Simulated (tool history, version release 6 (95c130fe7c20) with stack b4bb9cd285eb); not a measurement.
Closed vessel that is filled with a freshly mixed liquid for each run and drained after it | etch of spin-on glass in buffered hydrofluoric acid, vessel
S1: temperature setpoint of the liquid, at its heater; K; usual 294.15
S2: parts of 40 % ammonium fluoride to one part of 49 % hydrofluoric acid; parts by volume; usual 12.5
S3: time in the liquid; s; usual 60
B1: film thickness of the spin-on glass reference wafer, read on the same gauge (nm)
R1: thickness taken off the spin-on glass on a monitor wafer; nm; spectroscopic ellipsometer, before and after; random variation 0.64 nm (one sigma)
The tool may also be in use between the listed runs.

run   hour      S1    S2  S3      B1      R1
  1      0  294.15    15  75  120.01  111.24
  2     16  294.15    15  75  119.98  111.12
  3   35.1  294.15  12.5  60     120  105.57
  4   62.1  294.15  12.5  60  120.02  105.02
  5   93.1  294.15  12.5  60  119.99  105.47
  6    113  294.15  12.5  60     120  104.76
     115.9  -- hydrofluoric acid flow meter replaced
  7    148  294.15  12.5  60  120.04  113.38
     161.5  -- gauge calibrated
  8  165.3  294.15  12.5  60  120.03  115.46
  9  177.3  294.15  12.5  60  119.96  113.81
 10  191.3  297.15    15  60  120.04  112.89
       194  -- thermometer replaced
 11  212.4  294.15  12.5  60  120.01   114.3
 12  244.7  297.15  14.5  60  120.04  115.08

What will run 13 give?
 13  268.3  294.15  15.5  30   ?   ?

B1: 120
R1: 45.12 nm
Had the tool carried no hidden state, the very same run would have given R1 46.32 nm.
